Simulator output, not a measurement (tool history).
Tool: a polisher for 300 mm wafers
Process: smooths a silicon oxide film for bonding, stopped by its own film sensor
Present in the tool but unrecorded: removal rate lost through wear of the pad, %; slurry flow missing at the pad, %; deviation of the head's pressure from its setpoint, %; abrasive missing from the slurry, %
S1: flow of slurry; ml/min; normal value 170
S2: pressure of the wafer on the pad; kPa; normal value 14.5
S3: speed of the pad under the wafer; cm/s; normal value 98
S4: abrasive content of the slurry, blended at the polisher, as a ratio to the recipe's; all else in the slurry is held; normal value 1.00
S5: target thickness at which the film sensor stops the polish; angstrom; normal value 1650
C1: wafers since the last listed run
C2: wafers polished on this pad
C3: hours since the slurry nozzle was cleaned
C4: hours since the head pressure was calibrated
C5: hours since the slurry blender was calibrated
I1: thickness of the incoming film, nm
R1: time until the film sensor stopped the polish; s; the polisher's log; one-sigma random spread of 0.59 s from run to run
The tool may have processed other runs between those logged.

Run 1, hour 0.0: usual settings; C1 0; C2 873; C3 226.8; C4 854.4; C5 5.7; I1 200.7. Result: R1 37.9 s.
Run 2, hour 13.4: usual settings; C1 185; C2 1059; C3 240.2; C4 867.8; C5 19.1; I1 200.8. Result: R1 39.9 s.
Run 3, hour 28.8: usual settings; C1 213; C2 1272; C3 255.6; C4 883.2; C5 34.5; I1 202.1. Result: R1 40.1 s.
At hour 54.1: worn pad replaced by a new one.
Run 4, hour 54.6: usual settings; C1 301; C2 7; C3 281.4; C4 909.0; C5 60.3; I1 201.1. Result: R1 40.0 s.
Run 5, hour 68.3: usual settings but S3 86 cm/s, S4 1.20; C1 189; C2 197; C3 295.1; C4 922.7; C5 74.0; I1 201.8. Result: R1 42.6 s.
Run 6, hour 84.7: usual settings but S3 86 cm/s, S4 1.20; C1 227; C2 424; C3 311.5; C4 939.1; C5 90.4; I1 201.8. Result: R1 42.4 s.
Run 7, hour 102.4: usual settings but S3 86 cm/s, S4 1.20; C1 245; C2 669; C3 329.2; C4 956.8; C5 108.1; I1 198.5. Result: R1 38.8 s.
Run 8, hour 116.5: usual settings; C1 195; C2 864; C3 343.3; C4 970.9; C5 122.2; I1 199.8. Result: R1 39.0 s.
Run 9, hour 138.3: usual settings; C1 301; C2 1166; C3 365.1; C4 992.7; C5 144.0; I1 200.8. Result: R1 40.1 s.
Run 10, hour 152.8: usual settings; C1 200; C2 1367; C3 379.6; C4 1007.2; C5 158.5; I1 200.5. Result: R1 40.8 s.
Run 11, hour 170.9: usual settings but S3 110 cm/s, S5 1580 angstrom; C1 250; C2 1618; C3 397.7; C4 1025.3; C5 176.6; I1 200.0. Result: R1 43.7 s.
At hour 178.7: worn pad replaced by a new one.
At hour 198.9: slurry blender recalibrated.
Run 12, hour 205.9: usual settings; C1 401; C2 348; C3 432.7; C4 1060.3; C5 7.0; I1 203.0. Result: R1 41.9 s.

Run 13 is up next; what results do you expect?
Run 13, hour 229.3: usual settings but S1 150 ml/min, S2 10.3 kPa, S3 128 cm/s, S4 0.85; C1 324; C2 672; C3 456.1; C4 1083.7; C5 30.4; I1 204.0. Result: R1 ?.

Run 13 yielded R1 52.5 s.
With no hidden state in the tool, this same run would have given R1 49.2 s.

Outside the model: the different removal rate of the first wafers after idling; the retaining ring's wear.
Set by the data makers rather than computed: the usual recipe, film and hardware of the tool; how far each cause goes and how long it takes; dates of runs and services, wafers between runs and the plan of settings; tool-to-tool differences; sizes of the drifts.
